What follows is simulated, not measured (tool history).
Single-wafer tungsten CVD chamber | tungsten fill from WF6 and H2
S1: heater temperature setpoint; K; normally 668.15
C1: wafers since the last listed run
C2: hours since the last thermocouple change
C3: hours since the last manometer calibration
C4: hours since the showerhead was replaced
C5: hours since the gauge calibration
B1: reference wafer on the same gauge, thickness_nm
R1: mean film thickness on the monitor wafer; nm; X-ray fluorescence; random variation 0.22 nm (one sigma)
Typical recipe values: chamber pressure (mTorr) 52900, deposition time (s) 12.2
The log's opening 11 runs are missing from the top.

{"run": 12, "hour": 613.1, "S1": 671.15, "chamber pressure (mTorr)": 52900, "deposition time (s)": 12.2, "C1": 1006, "C2": 2119.8, "C3": 1571.6, "C4": 2633.6, "C5": 283.4, "B1": 35.045, "R1": 40.873}
{"run": 13, "hour": 667.1, "S1": 671.15, "chamber pressure (mTorr)": 52900, "deposition time (s)": 12.2, "C1": 1656, "C2": 2173.8, "C3": 1625.6, "C4": 2687.6, "C5": 337.4, "B1": 34.954, "R1": 40.571}
{"hour": 707.6, "done": "showerhead replaced"}
{"run": 14, "hour": 708.1, "S1": 657.15, "chamber pressure (mTorr)": 48200, "deposition time (s)": 13.3, "C1": 1012, "C2": 2214.8, "C3": 1666.6, "C4": 0.5, "C5": 378.4, "B1": 35.013, "R1": 31.794}
{"run": 15, "hour": 724.5, "S1": 658.15, "chamber pressure (mTorr)": 52900, "deposition time (s)": 12.2, "C1": 503, "C2": 2231.2, "C3": 1683.0, "C4": 16.9, "C5": 394.8, "B1": 35.074, "R1": 30.743}
{"run": 16, "hour": 763.5, "S1": 668.15, "chamber pressure (mTorr)": 48000, "deposition time (s)": 12.2, "C1": 1196, "C2": 2270.2, "C3": 1722.0, "C4": 55.9, "C5": 433.8, "B1": 34.988, "R1": 36.457}
{"run": 17, "hour": 810.5, "S1": 668.15, "chamber pressure (mTorr)": 52900, "deposition time (s)": 12.2, "C1": 1442, "C2": 2317.2, "C3": 1769.0, "C4": 102.9, "C5": 480.8, "B1": 35.033, "R1": 38.257}
{"run": 18, "hour": 843.1, "S1": 676.15, "chamber pressure (mTorr)": 45200, "deposition time (s)": 11.6, "C1": 1000, "C2": 2349.8, "C3": 1801.6, "C4": 135.5, "C5": 513.4, "B1": 35.077, "R1": 39.694}
{"run": 19, "hour": 881.1, "S1": 683.15, "chamber pressure (mTorr)": 48300, "deposition time (s)": 11.6, "C1": 1165, "C2": 2387.8, "C3": 1839.6, "C4": 173.5, "C5": 551.4, "B1": 34.941, "R1": 46.144}
{"run": 20, "hour": 924.6, "S1": 661.15, "chamber pressure (mTorr)": 43700, "deposition time (s)": 13.7, "C1": 1334, "C2": 2431.3, "C3": 1883.1, "C4": 217.0, "C5": 594.9, "B1": 34.859, "R1": 33.979}
{"hour": 939.8, "done": "capacitance manometer re-zeroed and calibrated"}
{"run": 21, "hour": 963.0, "S1": 668.15, "chamber pressure (mTorr)": 52900, "deposition time (s)": 14.5, "C1": 932, "C2": 2469.7, "C3": 23.2, "C4": 255.4, "C5": 633.3, "B1": 34.928, "R1": 46.464}
{"run": 22, "hour": 991.0, "S1": 668.15, "chamber pressure (mTorr)": 41700, "deposition time (s)": 14.0, "C1": 859, "C2": 2497.7, "C3": 51.2, "C4": 283.4, "C5": 661.3, "B1": 34.904, "R1": 40.778}
{"run": 23, "hour": 1028.2, "S1": 668.15, "chamber pressure (mTorr)": 61700, "deposition time (s)": 12.2, "C1": 1141, "C2": 2534.9, "C3": 88.4, "C4": 320.6, "C5": 698.5, "B1": 35.0, "R1": 41.499}
{"hour": 1063.9, "done": "thermocouple changed; heater temperature recalibrated"}
{"run": 24, "hour": 1073.2, "S1": 668.15, "chamber pressure (mTorr)": 52900, "deposition time (s)": 12.2, "C1": 1135, "C2": 9.3, "C3": 133.4, "C4": 365.6, "C5": 743.5, "B1": 35.031, "R1": 38.781}
{"run": 25, "hour": 1131.3, "S1": 663.15, "chamber pressure (mTorr)": 42200, "deposition time (s)": 14.3, "C1": 1782, "C2": 67.4, "C3": 191.5, "C4": 423.7, "C5": 801.6, "B1": 34.947, "R1": 37.681}
{"run": 26, "hour": 1185.1, "S1": 668.15, "chamber pressure (mTorr)": 59300, "deposition time (s)": 13.5, "C1": 1650, "C2": 121.2, "C3": 245.3, "C4": 477.5, "C5": 855.4, "B1": 34.967, "R1": 45.12}
{"run": 27, "hour": 1243.7, "S1": 657.15, "chamber pressure (mTorr)": 63900, "deposition time (s)": 10.6, "C1": 1797, "C2": 179.8, "C3": 303.9, "C4": 536.1, "C5": 914.0, "B1": 34.904, "R1": 29.201}
{"run": 28, "hour": 1308.4, "S1": 668.15, "chamber pressure (mTorr)": 58200, "deposition time (s)": 12.2, "C1": 1985, "C2": 244.5, "C3": 368.6, "C4": 600.8, "C5": 978.7, "B1": 34.936, "R1": 40.703}
{"run": 29, "hour": 1341.1, "S1": 668.15, "chamber pressure (mTorr)": 65400, "deposition time (s)": 13.3, "C1": 1003, "C2": 277.2, "C3": 401.3, "C4": 633.5, "C5": 1011.4, "B1": 35.005, "R1": 46.543}

The next listed run, before its measurement:
{"run": 30, "hour": 1395.1, "S1": 668.15, "chamber pressure (mTorr)": 52900, "deposition time (s)": 12.2, "C1": 1656, "C2": 331.2, "C3": 455.3, "C4": 687.5, "C5": 1065.4, "B1": "?", "R1": "?"}

{"run 30": {"B1": 34.946, "R1": 39.029}}
Were there no unlogged condition in the tool, this run, its random variation unchanged, would have produced R1 39.112 nm.
